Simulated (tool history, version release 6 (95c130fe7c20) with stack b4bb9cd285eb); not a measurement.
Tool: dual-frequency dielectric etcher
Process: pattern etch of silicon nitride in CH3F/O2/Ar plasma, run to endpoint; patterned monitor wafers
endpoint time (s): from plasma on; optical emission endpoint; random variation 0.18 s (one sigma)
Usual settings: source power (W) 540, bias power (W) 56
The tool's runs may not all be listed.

run    hour  source power (W)  bias power (W)  wafers since the last listed run  hours since the last wet clean  hours since the last source power generator calibration  hours since the last bias power generator calibration  hours since the last upper electrode change  incoming incoming film thickness, nm  endpoint time (s)
  1       0               540              56                                 0                           184.7                                                   2037.1                                                  174.1                                       2636.5                                 20.39               28.6
  2     106               540              56                              1534                           290.7                                                   2143.1                                                  280.1                                       2742.5                                 20.99               29.6
  3   142.9               540              56                               534                           327.6                                                     2180                                                    317                                       2779.4                                 20.63               28.7
  4     224               540              62                              1173                           408.7                                                   2261.1                                                  398.1                                       2860.5                                 20.48               28.1
  5   277.9               540              62                               780                           462.6                                                     2315                                                    452                                       2914.4                                 20.56               28.4
  6   329.4               540              56                               745                           514.1                                                   2366.5                                                  503.5                                       2965.9                                 20.44               28.7
  7     390               540              56                               877                           574.7                                                   2427.1                                                  564.1                                       3026.5                                 20.57               28.7
      442.7  -- wet clean of the chamber
  8     667               540              56                              3662                           224.3                                                   2704.1                                                  841.1                                       3303.5                                  20.6               28.8
  9   759.1               540              56                              1333                           316.4                                                   2796.2                                                  933.2                                       3395.6                                 20.68               29.1
 10   840.1               540              48                              1172                           397.4                                                   2877.2                                                 1014.2                                       3476.6                                 20.52               30.4
 11     907               610              56                               968                           464.3                                                   2944.1                                                 1081.1                                       3543.5                                 20.51               27.1
 12  1013.8               540              63                              1545                           571.1                                                   3050.9                                                 1187.9                                       3650.3                                 20.64                 28
     1138.5  -- wet clean of the chamber
 13    1139               540              63                              1464                             0.5                                                   3176.1                                                 1313.1                                       3775.5                                 20.42               27.9
 14  1200.8               540              63                               894                            62.3                                                   3237.9                                                 1374.9                                       3837.3                                 20.45               27.7
 15  1259.4               620              63                               848                           120.9                                                   3296.5                                                 1433.5                                       3895.9                                 20.45               26.1
 16  1312.9               600              56                               774                           174.4                                                     3350                                                   1487                                       3949.4                                  20.6               27.7
 17  1401.7               470              46                              1285                           263.2                                                   3438.8                                                 1575.8                                       4038.2                                 20.73               33.2
     1446.7  -- source power generator calibrated
     1448.7  -- upper electrode replaced
 18  1465.4               540              56                               834                           326.9                                                     18.7                                                 1639.5                                         16.7                                 20.93               30.4
 19    1562               540              56                              1398                           423.5                                                    115.3                                                 1736.1                                        113.3                                 20.71               29.8
 20  1606.2               600              56                               639                           467.7                                                    159.5                                                 1780.3                                        157.5                                 20.61               27.9
 21  1654.2               640              51                               694                           515.7                                                    207.5                                                 1828.3                                        205.5                                 20.41               27.3
     1686.8  -- bias power generator calibrated
 22  1751.7               540              56                              1353                           613.2                                                      305                                                   64.9                                          303                                 20.51               29.7
     1776.5  -- wet clean of the chamber
 23  1819.5               660              64                               633                              43                                                    372.8                                                  132.7                                        370.8                                 20.53               25.4
 24  1898.5               540              47                              1143                             122                                                    451.8                                                  211.7                                        449.8                                 20.61               30.8
 25  1954.6               540              56                               812                           178.1                                                    507.9                                                  267.8                                        505.9                                 20.75               29.6
 26  2005.4               660              46                               735                           228.9                                                    558.7                                                  318.6                                        556.7                                 20.72               28.2
 27  2087.9               650              63                              1194                           311.4                                                    641.2                                                  401.1                                        639.2                                 20.69               25.9
 28  2147.3               410              65                               859                           370.8                                                    700.6                                                  460.5                                        698.6                                 20.62               32.4
 29  2207.1               540              61                               865                           430.6                                                    760.4                                                  520.3                                        758.4                                 20.32               28.1
     2308.5  -- wet clean of the chamber
 30    2309               660              45                              1127                             0.5                                                    862.3                                                  622.2                                        860.3                                 20.62               28.1
 31  2387.9               540              56                              1142                            79.4                                                    941.2                                                  701.1                                        939.2                                 20.88               29.3
 32    2487               650              65                              1434                           178.5                                                   1040.3                                                  800.2                                       1038.3                                  20.6               25.3
 33  2589.3               630              47                              1480                           280.8                                                   1142.6                                                  902.5                                       1140.6                                 20.69               28.2

Measured less the same run without the tool's hidden state. The same run-to-run variation is in both; the gauge's scatter may not be:
The hidden state here: etch rate over this chamber's usual, %; source power that arrives over what is set, %; bias power that arrives over what is set, %.
run  endpoint time (s)
  1               -0.7
  2               -0.7
  3               -0.7
  4               -0.7
  5               -0.7
  6               -0.7
  7               -0.7
  8               -0.8
  9               -0.7
 10               -0.8
 11               -0.7
 12               -0.8
 13               -0.7
 14               -0.7
 15               -0.7
 16               -0.8
 17               -0.9
 18               -0.1
 19               -0.2
 20               -0.2
 21               -0.2
 22               -0.3
 23               -0.3
 24               -0.3
 25               -0.4
 26               -0.4
 27               -0.4
 28               -0.5
 29               -0.5
 30               -0.5
 31               -0.5
 32               -0.5
 33               -0.6

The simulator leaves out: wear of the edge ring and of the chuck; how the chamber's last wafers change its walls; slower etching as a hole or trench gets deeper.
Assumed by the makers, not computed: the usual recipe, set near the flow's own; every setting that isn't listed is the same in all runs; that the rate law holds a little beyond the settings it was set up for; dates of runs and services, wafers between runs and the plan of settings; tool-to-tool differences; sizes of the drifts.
